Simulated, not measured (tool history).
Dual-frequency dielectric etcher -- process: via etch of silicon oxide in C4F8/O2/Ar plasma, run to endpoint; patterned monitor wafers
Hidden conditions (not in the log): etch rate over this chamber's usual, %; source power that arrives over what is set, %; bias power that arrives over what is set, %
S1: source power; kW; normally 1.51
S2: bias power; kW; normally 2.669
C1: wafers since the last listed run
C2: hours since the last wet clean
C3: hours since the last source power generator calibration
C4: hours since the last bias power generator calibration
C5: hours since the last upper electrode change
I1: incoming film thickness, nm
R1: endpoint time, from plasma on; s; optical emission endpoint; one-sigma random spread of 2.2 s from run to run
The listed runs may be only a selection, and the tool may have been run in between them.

{"run": 1, "day": 0.0, "S1": 1.74, "S2": 2.669, "C1": 0, "C2": 147.7, "C3": 169, "C4": 1222.6, "C5": 1600.5, "I1": 1375.9, "R1": 267}
{"run": 2, "day": 4.133, "S1": 1.74, "S2": 2.669, "C1": 446, "C2": 246.9, "C3": 268.2, "C4": 1321.8, "C5": 1699.7, "I1": 1375.5, "R1": 258.6}
{"run": 3, "day": 6.446, "S1": 1.41, "S2": 3.148, "C1": 249, "C2": 302.4, "C3": 323.7, "C4": 1377.3, "C5": 1755.2, "I1": 1390.7, "R1": 287.8}
{"day": 17.85, "done": "wet clean of the chamber"}
{"run": 4, "day": 18.038, "S1": 1.51, "S2": 3.136, "C1": 1143, "C2": 4.5, "C3": 601.9, "C4": 1655.5, "C5": 2033.4, "I1": 1375.1, "R1": 270.4}
{"run": 5, "day": 20.729, "S1": 1.51, "S2": 3.136, "C1": 290, "C2": 69.1, "C3": 666.5, "C4": 1720.1, "C5": 2098, "I1": 1369.6, "R1": 271.6}
{"run": 6, "day": 22.233, "S1": 1.51, "S2": 3.136, "C1": 162, "C2": 105.2, "C3": 702.6, "C4": 1756.2, "C5": 2134.1, "I1": 1380, "R1": 273.7}
{"run": 7, "day": 25.008, "S1": 1.27, "S2": 2.669, "C1": 299, "C2": 171.8, "C3": 769.2, "C4": 1822.8, "C5": 2200.7, "I1": 1391.6, "R1": 326.3}
{"run": 8, "day": 28.433, "S1": 1.39, "S2": 2.669, "C1": 369, "C2": 254, "C3": 851.4, "C4": 1905, "C5": 2282.9, "I1": 1385.7, "R1": 306.3}
{"run": 9, "day": 32.171, "S1": 1.39, "S2": 2.669, "C1": 403, "C2": 343.7, "C3": 941.1, "C4": 1994.7, "C5": 2372.6, "I1": 1385.7, "R1": 301.7}
{"run": 10, "day": 33.708, "S1": 1.39, "S2": 2.669, "C1": 166, "C2": 380.6, "C3": 978, "C4": 2031.6, "C5": 2409.5, "I1": 1376.8, "R1": 306.4}
{"day": 35.308, "done": "bias power generator calibrated"}
{"run": 11, "day": 35.442, "S1": 1.51, "S2": 2.968, "C1": 169, "C2": 422.2, "C3": 1019.6, "C4": 3.2, "C5": 2451.1, "I1": 1380.3, "R1": 280.3}
{"run": 12, "day": 37.346, "S1": 1.51, "S2": 2.968, "C1": 205, "C2": 467.9, "C3": 1065.3, "C4": 48.9, "C5": 2496.8, "I1": 1392.6, "R1": 283.5}
{"day": 40.283, "done": "wet clean of the chamber"}
{"day": 41.471, "done": "upper electrode replaced"}
{"run": 13, "day": 41.492, "S1": 1.51, "S2": 2.968, "C1": 231, "C2": 29, "C3": 1164.8, "C4": 148.4, "C5": 0.5, "I1": 1393.8, "R1": 283}
{"run": 14, "day": 44.962, "S1": 1.75, "S2": 2.669, "C1": 374, "C2": 112.3, "C3": 1248.1, "C4": 231.7, "C5": 83.8, "I1": 1380.9, "R1": 269.4}
{"run": 15, "day": 46.567, "S1": 1.75, "S2": 2.669, "C1": 173, "C2": 150.8, "C3": 1286.6, "C4": 270.2, "C5": 122.3, "I1": 1361, "R1": 268.3}
{"run": 16, "day": 50.575, "S1": 1.75, "S2": 2.669, "C1": 432, "C2": 247, "C3": 1382.8, "C4": 366.4, "C5": 218.5, "I1": 1383.1, "R1": 270.5}
{"run": 17, "day": 54.958, "S1": 1.41, "S2": 3.148, "C1": 473, "C2": 352.2, "C3": 1488, "C4": 471.6, "C5": 323.7, "I1": 1367.9, "R1": 287.9}
{"run": 18, "day": 59.071, "S1": 1.18, "S2": 2.33, "C1": 444, "C2": 450.9, "C3": 1586.7, "C4": 570.3, "C5": 422.4, "I1": 1376.3, "R1": 350.1}
{"run": 19, "day": 61.612, "S1": 1.51, "S2": 2.207, "C1": 274, "C2": 511.9, "C3": 1647.7, "C4": 631.3, "C5": 483.4, "I1": 1376.1, "R1": 306.5}
{"day": 66.617, "done": "wet clean of the chamber"}
{"run": 20, "day": 66.638, "S1": 1.31, "S2": 3.269, "C1": 434, "C2": 0.5, "C3": 1768.3, "C4": 751.9, "C5": 604, "I1": 1377.9, "R1": 302.4}
{"run": 21, "day": 69.458, "S1": 1.81, "S2": 3.09, "C1": 304, "C2": 68.2, "C3": 1836, "C4": 819.6, "C5": 671.7, "I1": 1396, "R1": 255.5}
{"run": 22, "day": 73.95, "S1": 1.83, "S2": 2.669, "C1": 485, "C2": 176, "C3": 1943.8, "C4": 927.4, "C5": 779.5, "I1": 1379.8, "R1": 259.8}
{"run": 23, "day": 77.462, "S1": 1.79, "S2": 2.9, "C1": 379, "C2": 260.3, "C3": 2028.1, "C4": 1011.7, "C5": 863.8, "I1": 1381.5, "R1": 259.3}
{"run": 24, "day": 79.7, "S1": 1.86, "S2": 2.252, "C1": 241, "C2": 314, "C3": 2081.8, "C4": 1065.4, "C5": 917.5, "I1": 1369.4, "R1": 269.3}
{"run": 25, "day": 89.642, "S1": 1.81, "S2": 3.149, "C1": 1073, "C2": 552.6, "C3": 2320.4, "C4": 1304, "C5": 1156.1, "I1": 1374.7, "R1": 247.9}
{"day": 89.85, "done": "source power generator calibrated"}
{"day": 93.092, "done": "wet clean of the chamber"}
{"run": 26, "day": 93.821, "S1": 1.51, "S2": 2.098, "C1": 325, "C2": 17.5, "C3": 95.3, "C4": 1404.3, "C5": 1256.4, "I1": 1393.2, "R1": 308.4}
{"run": 27, "day": 96.408, "S1": 1.51, "S2": 2.669, "C1": 279, "C2": 79.6, "C3": 157.4, "C4": 1466.4, "C5": 1318.5, "I1": 1398.3, "R1": 284}
{"run": 28, "day": 100.85, "S1": 1.28, "S2": 3.099, "C1": 479, "C2": 186.2, "C3": 264, "C4": 1573, "C5": 1425.1, "I1": 1375, "R1": 296.8}
{"run": 29, "day": 104.779, "S1": 1.68, "S2": 2.952, "C1": 424, "C2": 280.5, "C3": 358.3, "C4": 1667.3, "C5": 1519.4, "I1": 1392.3, "R1": 264.3}
{"run": 30, "day": 107.688, "S1": 1.24, "S2": 2.669, "C1": 314, "C2": 350.3, "C3": 428.1, "C4": 1737.1, "C5": 1589.2, "I1": 1383.1, "R1": 325}
{"run": 31, "day": 111.083, "S1": 1.51, "S2": 2.968, "C1": 366, "C2": 431.8, "C3": 509.6, "C4": 1818.6, "C5": 1670.7, "I1": 1365, "R1": 273.6}
{"run": 32, "day": 114.7, "S1": 1.82, "S2": 3.092, "C1": 390, "C2": 518.6, "C3": 596.4, "C4": 1905.4, "C5": 1757.5, "I1": 1391.6, "R1": 252.1}
{"run": 33, "day": 117.525, "S1": 1.51, "S2": 2.669, "C1": 305, "C2": 586.4, "C3": 664.2, "C4": 1973.2, "C5": 1825.3, "I1": 1386.5, "R1": 291.6}
{"day": 119.442, "done": "wet clean of the chamber"}
{"run": 34, "day": 120.888, "S1": 1.51, "S2": 3.15, "C1": 255, "C2": 34.7, "C3": 744.9, "C4": 2053.9, "C5": 1906, "I1": 1389, "R1": 276.6}

Below are 5 alternative next runs, each starting from the tool's condition after run 34. Predict each:
{"run": "A", "day": 120.908, "S1": 1.51, "S2": 2.316, "C1": 2, "C2": 35.2, "C3": 745.4, "C4": 2054.4, "C5": 1906.5, "I1": 1380.7, "R1": "?"}
{"run": "B", "day": 120.908, "S1": 1.29, "S2": 3.037, "C1": 2, "C2": 35.2, "C3": 745.4, "C4": 2054.4, "C5": 1906.5, "I1": 1380.7, "R1": "?"}
{"run": "C", "day": 120.908, "S1": 1.32, "S2": 3.313, "C1": 2, "C2": 35.2, "C3": 745.4, "C4": 2054.4, "C5": 1906.5, "I1": 1380.7, "R1": "?"}
{"run": "D", "day": 120.908, "S1": 1.78, "S2": 2.669, "C1": 2, "C2": 35.2, "C3": 745.4, "C4": 2054.4, "C5": 1906.5, "I1": 1380.7, "R1": "?"}
{"run": "E", "day": 120.908, "S1": 1.68, "S2": 2.005, "C1": 2, "C2": 35.2, "C3": 745.4, "C4": 2054.4, "C5": 1906.5, "I1": 1380.7, "R1": "?"}

run=A R1=305
run=B R1=307.8
run=C R1=295.2
run=D R1=267
run=E R1=299.6
Without the tool's hidden state the same runs would have given:
run=A R1=298.3
run=B R1=301.1
run=C R1=288.8
run=D R1=261.1
run=E R1=292.9

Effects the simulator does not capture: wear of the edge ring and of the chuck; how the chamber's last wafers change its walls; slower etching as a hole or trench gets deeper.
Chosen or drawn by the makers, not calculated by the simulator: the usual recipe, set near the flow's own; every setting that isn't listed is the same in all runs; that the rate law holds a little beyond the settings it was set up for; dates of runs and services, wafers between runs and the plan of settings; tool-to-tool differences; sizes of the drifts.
